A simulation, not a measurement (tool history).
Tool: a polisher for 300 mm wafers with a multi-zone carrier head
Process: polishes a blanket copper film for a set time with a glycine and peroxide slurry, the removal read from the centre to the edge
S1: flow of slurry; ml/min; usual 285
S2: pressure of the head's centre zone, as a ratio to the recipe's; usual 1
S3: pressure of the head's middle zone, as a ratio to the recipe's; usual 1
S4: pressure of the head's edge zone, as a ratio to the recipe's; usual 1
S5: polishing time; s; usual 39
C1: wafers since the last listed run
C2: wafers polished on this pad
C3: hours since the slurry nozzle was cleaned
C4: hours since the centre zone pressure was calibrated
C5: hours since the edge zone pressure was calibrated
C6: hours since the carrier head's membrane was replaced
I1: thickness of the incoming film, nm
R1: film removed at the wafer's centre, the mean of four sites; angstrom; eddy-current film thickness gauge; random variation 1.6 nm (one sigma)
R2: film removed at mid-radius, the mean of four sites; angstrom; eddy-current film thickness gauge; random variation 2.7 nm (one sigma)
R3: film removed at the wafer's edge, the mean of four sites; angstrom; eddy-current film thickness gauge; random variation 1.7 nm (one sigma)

Run 1, day 0: usual settings but S1 210 ml/min; C1 0; C2 2197; C3 51; C4 1016.2; C5 191.6; C6 75.4; I1 1301. Result: R1 2402 angstrom, R2 2359 angstrom, R3 2419 angstrom.
At day 0.958: worn pad replaced by a new one.
Run 2, day 2.95: usual settings but S1 210 ml/min; C1 457; C2 327; C3 121.8; C4 1087; C5 262.4; C6 146.2; I1 1292.4. Result: R1 2335 angstrom, R2 2353 angstrom, R3 2394 angstrom.
Run 3, day 5.221: usual settings but S1 210 ml/min; C1 373; C2 701; C3 176.3; C4 1141.5; C5 316.9; C6 200.7; I1 1286.1. Result: R1 2341 angstrom, R2 2303 angstrom, R3 2375 angstrom.
Run 4, day 6.946: usual settings but S1 315 ml/min, S4 0.95; C1 283; C2 985; C3 217.7; C4 1182.9; C5 358.3; C6 242.1; I1 1306. Result: R1 2488 angstrom, R2 2420 angstrom, R3 2423 angstrom.
At day 9.346: edge zone pressure recalibrated.
Run 5, day 9.8: usual settings but S1 315 ml/min, S4 0.95; C1 455; C2 1441; C3 286.2; C4 1251.4; C5 10.9; C6 310.6; I1 1309.4. Result: R1 2483 angstrom, R2 2435 angstrom, R3 2406 angstrom.
Run 6, day 12.275: usual settings but S1 315 ml/min, S4 0.95; C1 407; C2 1848; C3 345.6; C4 1310.8; C5 70.3; C6 370; I1 1273.1. Result: R1 2445 angstrom, R2 2438 angstrom, R3 2420 angstrom.
At day 13.625: slurry nozzle cleaned, repeated, since the last time left the tool worse.
Run 7, day 14.462: usual settings; C1 353; C2 2201; C3 20.1; C4 1363.3; C5 122.8; C6 422.5; I1 1305.3. Result: R1 2664 angstrom, R2 2561 angstrom, R3 2591 angstrom.
At day 14.696: worn pad replaced by a new one.
At day 15.038: centre zone pressure recalibrated.
Run 8, day 16.888: usual settings but S1 315 ml/min, S4 0.95; C1 357; C2 346; C3 78.3; C4 44.4; C5 181; C6 480.7; I1 1281.6. Result: R1 2668 angstrom, R2 2616 angstrom, R3 2541 angstrom.
Run 9, day 18.188: usual settings but S3 1.06, S4 0.96; C1 213; C2 560; C3 109.5; C4 75.6; C5 212.2; C6 511.9; I1 1264.8. Result: R1 2618 angstrom, R2 2724 angstrom, R3 2523 angstrom.
Run 10, day 20.688: usual settings but S1 325 ml/min, S4 1.08; C1 411; C2 972; C3 169.5; C4 135.6; C5 272.2; C6 571.9; I1 1302.8. Result: R1 2675 angstrom, R2 2596 angstrom, R3 2690 angstrom.
Run 11, day 22.392: usual settings but S1 315 ml/min, S4 0.95; C1 280; C2 1252; C3 210.4; C4 176.5; C5 313.1; C6 612.8; I1 1313.8. Result: R1 2647 angstrom, R2 2641 angstrom, R3 2531 angstrom.
Run 12, day 25.062: usual settings; C1 439; C2 1691; C3 274.5; C4 240.6; C5 377.2; C6 676.9; I1 1276.7. Result: R1 2631 angstrom, R2 2544 angstrom, R3 2566 angstrom.
At day 27.608: edge zone pressure recalibrated.
At day 27.688: carrier head's membrane replaced by a new one.
Run 13, day 27.862: usual settings but S1 315 ml/min, S2 1.12, S3 1.04, S5 31 s; C1 434; C2 2126; C3 341.7; C4 307.8; C5 6.1; C6 4.2; I1 1281.4. Result: R1 2225 angstrom, R2 2130 angstrom, R3 2058 angstrom.
At day 28.196: slurry nozzle cleaned.
At day 28.654: worn pad replaced by a new one.
Run 14, day 29.862: usual settings; C1 294; C2 198; C3 40; C4 355.8; C5 54.1; C6 52.2; I1 1298. Result: R1 2637 angstrom, R2 2557 angstrom, R3 2589 angstrom.
Run 15, day 31.1: usual settings; C1 203; C2 402; C3 69.7; C4 385.5; C5 83.8; C6 81.9; I1 1283.7. Result: R1 2665 angstrom, R2 2595 angstrom, R3 2565 angstrom.
Run 16, day 32.812: usual settings but S4 0.97; C1 281; C2 684; C3 110.8; C4 426.6; C5 124.9; C6 123; I1 1286.9. Result: R1 2614 angstrom, R2 2568 angstrom, R3 2507 angstrom.
Run 17, day 34.746: usual settings but S2 1.07; C1 318; C2 1002; C3 157.2; C4 473; C5 171.3; C6 169.4; I1 1291.9. Result: R1 2745 angstrom, R2 2570 angstrom, R3 2561 angstrom.
Run 18, day 36.729: usual settings but S1 365 ml/min, S2 1.12, S3 1.06, S5 27 s; C1 326; C2 1328; C3 204.8; C4 520.6; C5 218.9; C6 217; I1 1296.4. Result: R1 2000 angstrom, R2 1903 angstrom, R3 1818 angstrom.
Run 19, day 38.958: usual settings but S2 0.95, S3 0.97, S4 0.96; C1 366; C2 1695; C3 258.3; C4 574.1; C5 272.4; C6 270.5; I1 1304.9. Result: R1 2541 angstrom, R2 2466 angstrom, R3 2512 angstrom.
Run 20, day 41.429: usual settings but S4 1.11; C1 406; C2 2101; C3 317.6; C4 633.4; C5 331.7; C6 329.8; I1 1306. Result: R1 2603 angstrom, R2 2541 angstrom, R3 2687 angstrom.
At day 41.783: worn pad replaced by a new one.
Run 21, day 43.358: usual settings but S1 225 ml/min; C1 289; C2 259; C3 363.9; C4 679.7; C5 378; C6 376.1; I1 1275.5. Result: R1 2521 angstrom, R2 2451 angstrom, R3 2477 angstrom.
At day 43.771: slurry nozzle cleaned.
Run 22, day 46.221: usual settings but S2 1.06, S3 0.9; C1 464; C2 723; C3 58.8; C4 748.4; C5 446.7; C6 444.8; I1 1269.7. Result: R1 2724 angstrom, R2 2359 angstrom, R3 2596 angstrom.
Run 23, day 47.358: usual settings but S2 0.93, S4 0.92; C1 187; C2 910; C3 86.1; C4 775.7; C5 474; C6 472.1; I1 1296.8. Result: R1 2543 angstrom, R2 2601 angstrom, R3 2492 angstrom.

Forecast each of these 3 alternatives for the next run:
Run A, day 47.375: usual settings but S2 0.97; C1 2; C2 913; C3 86.5; C4 776.1; C5 474.4; C6 472.5; I1 1274.3. Result: R1 ?, R2 ?, R3 ?.
Run B, day 47.375: usual settings but S2 0.91, S3 0.89, S4 1.05; C1 2; C2 913; C3 86.5; C4 776.1; C5 474.4; C6 472.5; I1 1274.3. Result: R1 ?, R2 ?, R3 ?.
Run C, day 47.375: usual settings but S2 0.95, S3 0.89; C1 2; C2 913; C3 86.5; C4 776.1; C5 474.4; C6 472.5; I1 1274.3. Result: R1 ?, R2 ?, R3 ?.

run    R1    R2    R3
  A  2609  2595  2597
  B  2514  2355  2664
  C  2576  2355  2601
Without the tool's hidden state the same runs would have given:
run    R1    R2    R3
  A  2625  2609  2608
  B  2529  2367  2675
  C  2592  2367  2612
